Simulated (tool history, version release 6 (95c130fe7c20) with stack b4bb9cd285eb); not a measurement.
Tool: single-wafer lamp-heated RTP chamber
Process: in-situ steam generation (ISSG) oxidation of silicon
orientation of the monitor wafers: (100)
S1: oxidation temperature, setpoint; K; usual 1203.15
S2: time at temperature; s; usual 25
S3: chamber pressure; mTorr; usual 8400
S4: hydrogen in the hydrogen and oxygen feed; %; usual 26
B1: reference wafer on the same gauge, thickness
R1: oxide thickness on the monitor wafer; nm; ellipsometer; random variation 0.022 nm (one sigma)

Run 1, hour 0.0: usual settings; B1 4.758. Result: R1 5.100 nm.
Run 2, hour 24.8: usual settings but S4 31 %; B1 4.767. Result: R1 5.284 nm.
Run 3, hour 58.9: usual settings but S4 31 %; B1 4.755. Result: R1 5.299 nm.
Run 4, hour 91.4: usual settings; B1 4.758. Result: R1 5.130 nm.
Run 5, hour 107.2: usual settings; B1 4.754. Result: R1 5.107 nm.
At hour 124.4: gauge calibrated.
Run 6, hour 139.7: usual settings; B1 4.759. Result: R1 5.096 nm.
Run 7, hour 163.8: usual settings; B1 4.765. Result: R1 5.096 nm.
At hour 174.6: hydrogen flow controller replaced.
Run 8, hour 192.8: usual settings; B1 4.765. Result: R1 5.118 nm.
Run 9, hour 212.6: usual settings; B1 4.766. Result: R1 5.100 nm.
Run 10, hour 244.8: usual settings but S1 1198.15 K, S3 7400 mTorr; B1 4.755. Result: R1 5.055 nm.
Run 11, hour 262.0: usual settings; B1 4.769. Result: R1 5.116 nm.
Run 12, hour 284.3: usual settings but S1 1221.15 K, S2 16 s, S4 30 %; B1 4.755. Result: R1 4.736 nm.
Run 13, hour 319.0: usual settings but S1 1219.15 K, S3 9700 mTorr; B1 4.767. Result: R1 5.263 nm.
Run 14, hour 348.5: usual settings but S1 1220.15 K; B1 4.769. Result: R1 5.396 nm.
At hour 358.0: pyrometer window cleaned and pyrometer calibrated.
Run 15, hour 369.4: usual settings; B1 4.756. Result: R1 5.117 nm.
Run 16, hour 394.6: usual settings but S1 1220.15 K, S4 32 %; B1 4.766. Result: R1 5.664 nm.
Run 17, hour 414.6: usual settings but S2 33 s, S3 8900 mTorr; B1 4.762. Result: R1 5.709 nm.
At hour 434.3: pressure gauge zeroed.
Run 18, hour 434.8: usual settings; B1 4.764. Result: R1 5.109 nm.
Run 19, hour 466.1: usual settings; B1 4.763. Result: R1 5.131 nm.
Run 20, hour 492.5: usual settings but S1 1219.15 K, S3 9700 mTorr; B1 4.769. Result: R1 5.288 nm.
Run 21, hour 519.7: usual settings but S1 1196.15 K; B1 4.766. Result: R1 4.969 nm.
Run 22, hour 545.7: usual settings but S1 1197.15 K, S2 20 s; B1 4.762. Result: R1 4.595 nm.
Run 23, hour 569.5: usual settings but S3 9800 mTorr; B1 4.757. Result: R1 4.993 nm.

Forecast run 24:
Run 24, hour 591.7: usual settings but S1 1195.15 K, S2 21 s, S3 9200 mTorr, S4 31 %; B1 ?. Result: R1 ?.

B1: 4.762
R1: 4.849 nm
Without the tool's hidden state the same run would have given R1 4.849 nm.

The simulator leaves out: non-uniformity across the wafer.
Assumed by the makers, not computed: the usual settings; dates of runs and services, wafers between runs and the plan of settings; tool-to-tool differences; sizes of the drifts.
